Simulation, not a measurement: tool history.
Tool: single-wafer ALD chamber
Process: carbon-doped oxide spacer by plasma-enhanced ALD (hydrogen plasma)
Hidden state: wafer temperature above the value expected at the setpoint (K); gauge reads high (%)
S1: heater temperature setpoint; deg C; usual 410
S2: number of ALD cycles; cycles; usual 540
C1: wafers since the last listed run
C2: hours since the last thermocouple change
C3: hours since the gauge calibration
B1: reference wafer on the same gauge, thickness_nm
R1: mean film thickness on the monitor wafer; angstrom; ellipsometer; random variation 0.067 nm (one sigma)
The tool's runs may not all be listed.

run 1 day=0 | S1=414 S2=540 | C1=0 C2=1009 C3=394.8 | B1=21.784 | R1=265.35
run 2 day=1.088 | S1=410 S2=540 | C1=24 C2=1035.1 C3=420.9 | B1=21.816 | R1=268.84
run 3 day=1.825 | S1=410 S2=540 | C1=16 C2=1052.8 C3=438.6 | B1=21.804 | R1=268.62
run 4 day=2.483 | S1=410 S2=540 | C1=15 C2=1068.6 C3=454.4 | B1=21.797 | R1=269.04
run 5 day=3.562 | S1=419 S2=594 | C1=24 C2=1094.5 C3=480.3 | B1=21.79 | R1=287.95
run 6 day=4.962 | S1=410 S2=540 | C1=32 C2=1128.1 C3=513.9 | B1=21.781 | R1=270.34
run 7 day=6.004 | S1=410 S2=540 | C1=23 C2=1153.1 C3=538.9 | B1=21.794 | R1=269.35
run 8 day=6.875 | S1=410 S2=540 | C1=19 C2=1174 C3=559.8 | B1=21.789 | R1=270.38
run 9 day=7.892 | S1=410 S2=540 | C1=23 C2=1198.4 C3=584.2 | B1=21.811 | R1=269.63
run 10 day=8.492 | S1=410 S2=540 | C1=13 C2=1212.8 C3=598.6 | B1=21.78 | R1=270.25
run 11 day=9.092 | S1=410 S2=540 | C1=13 C2=1227.2 C3=613 | B1=21.787 | R1=269.24
run 12 day=10.208 | S1=410 S2=540 | C1=25 C2=1254 C3=639.8 | B1=21.782 | R1=269.59
run 13 day=10.717 | S1=415 S2=540 | C1=11 C2=1266.2 C3=652 | B1=21.783 | R1=266.72
run 14 day=11.475 | S1=415 S2=540 | C1=17 C2=1284.4 C3=670.2 | B1=21.79 | R1=267.16
run 15 day=12.712 | S1=410 S2=540 | C1=28 C2=1314.1 C3=699.9 | B1=21.801 | R1=270.45
run 16 day=14.375 | S1=410 S2=540 | C1=38 C2=1354 C3=739.8 | B1=21.792 | R1=270.41
run 17 day=17.158 | S1=410 S2=540 | C1=63 C2=1420.8 C3=806.6 | B1=21.803 | R1=271.25
run 18 day=17.675 | S1=410 S2=540 | C1=11 C2=1433.2 C3=819 | B1=21.795 | R1=269.55
run 19 day=18.196 | S1=410 S2=571 | C1=11 C2=1445.7 C3=831.5 | B1=21.804 | R1=286.09
run 20 day=19.025 | S1=410 S2=603 | C1=18 C2=1465.6 C3=851.4 | B1=21.82 | R1=301.63
run 21 day=19.712 | S1=410 S2=603 | C1=15 C2=1482.1 C3=867.9 | B1=21.794 | R1=301.51
run 22 day=20.983 | S1=398 S2=624 | C1=29 C2=1512.6 C3=898.4 | B1=21.804 | R1=317.09
-- day=21.562 thermocouple changed; heater temperature recalibrated
run 23 day=22.4 | S1=420 S2=434 | C1=24 C2=20.1 C3=932.4 | B1=21.801 | R1=208
-- day=23.05 gauge calibrated
run 24 day=23.783 | S1=410 S2=540 | C1=31 C2=53.3 C3=17.6 | B1=21.81 | R1=265.84
run 25 day=24.371 | S1=395 S2=607 | C1=13 C2=67.4 C3=31.7 | B1=21.786 | R1=309.36
run 26 day=25.321 | S1=410 S2=540 | C1=21 C2=90.2 C3=54.5 | B1=21.798 | R1=266.74
run 27 day=26.654 | S1=410 S2=540 | C1=30 C2=122.2 C3=86.5 | B1=21.819 | R1=266.3
run 28 day=27.229 | S1=410 S2=459 | C1=13 C2=136 C3=100.3 | B1=21.783 | R1=226.44
run 29 day=28.167 | S1=420 S2=481 | C1=21 C2=158.5 C3=122.8 | B1=21.781 | R1=230.18
run 30 day=28.779 | S1=410 S2=540 | C1=14 C2=173.2 C3=137.5 | B1=21.782 | R1=266.44
run 31 day=29.971 | S1=410 S2=540 | C1=27 C2=201.8 C3=166.1 | B1=21.794 | R1=264.74
run 32 day=30.529 | S1=400 S2=600 | C1=12 C2=215.2 C3=179.5 | B1=21.785 | R1=302.73
run 33 day=31.362 | S1=424 S2=498 | C1=19 C2=235.2 C3=199.5 | B1=21.809 | R1=236.03
run 34 day=31.983 | S1=410 S2=540 | C1=14 C2=250.1 C3=214.4 | B1=21.78 | R1=266.09
run 35 day=33.121 | S1=410 S2=540 | C1=26 C2=277.4 C3=241.7 | B1=21.772 | R1=265.56
run 36 day=34.238 | S1=410 S2=505 | C1=25 C2=304.2 C3=268.5 | B1=21.834 | R1=249.22
run 37 day=35.125 | S1=418 S2=634 | C1=20 C2=325.5 C3=289.8 | B1=21.789 | R1=305.26
run 38 day=36.146 | S1=399 S2=577 | C1=23 C2=350 C3=314.3 | B1=21.775 | R1=293.53
run 39 day=37.417 | S1=410 S2=505 | C1=29 C2=380.5 C3=344.8 | B1=21.773 | R1=247.61
run 40 day=38.012 | S1=417 S2=492 | C1=13 C2=394.8 C3=359.1 | B1=21.807 | R1=236.87
run 41 day=39.329 | S1=410 S2=540 | C1=30 C2=426.4 C3=390.7 | B1=21.8 | R1=264.83
run 42 day=40.138 | S1=400 S2=627 | C1=18 C2=445.8 C3=410.1 | B1=21.809 | R1=316.98
run 43 day=42.375 | S1=399 S2=540 | C1=51 C2=499.5 C3=463.8 | B1=21.8 | R1=274.28

What the log doesn't show, run by run:
gauge reads high (%): 0 in every run
H1: wafer temperature above the value expected at the setpoint (K)
run=1 H1=-3.03
run=2 H1=-3.19
run=3 H1=-3.31
run=4 H1=-3.41
run=5 H1=-3.58
run=6 H1=-3.81
run=7 H1=-3.99
run=8 H1=-4.14
run=9 H1=-4.32
run=10 H1=-4.43
run=11 H1=-4.54
run=12 H1=-4.74
run=13 H1=-4.84
run=14 H1=-4.98
run=15 H1=-5.22
run=16 H1=-5.55
run=17 H1=-6.13
run=18 H1=-6.24
run=19 H1=-6.35
run=20 H1=-6.53
run=21 H1=-6.68
run=22 H1=-6.96
run=23 H1=0.687
run=24 H1=0.68
run=25 H1=0.674
run=26 H1=0.663
run=27 H1=0.642
run=28 H1=0.631
run=29 H1=0.611
run=30 H1=0.595
run=31 H1=0.562
run=32 H1=0.545
run=33 H1=0.517
run=34 H1=0.494
run=35 H1=0.45
run=36 H1=0.402
run=37 H1=0.36
run=38 H1=0.309
run=39 H1=0.24
run=40 H1=0.205
run=41 H1=0.125
run=42 H1=0.0722
run=43 H1=-0.0852

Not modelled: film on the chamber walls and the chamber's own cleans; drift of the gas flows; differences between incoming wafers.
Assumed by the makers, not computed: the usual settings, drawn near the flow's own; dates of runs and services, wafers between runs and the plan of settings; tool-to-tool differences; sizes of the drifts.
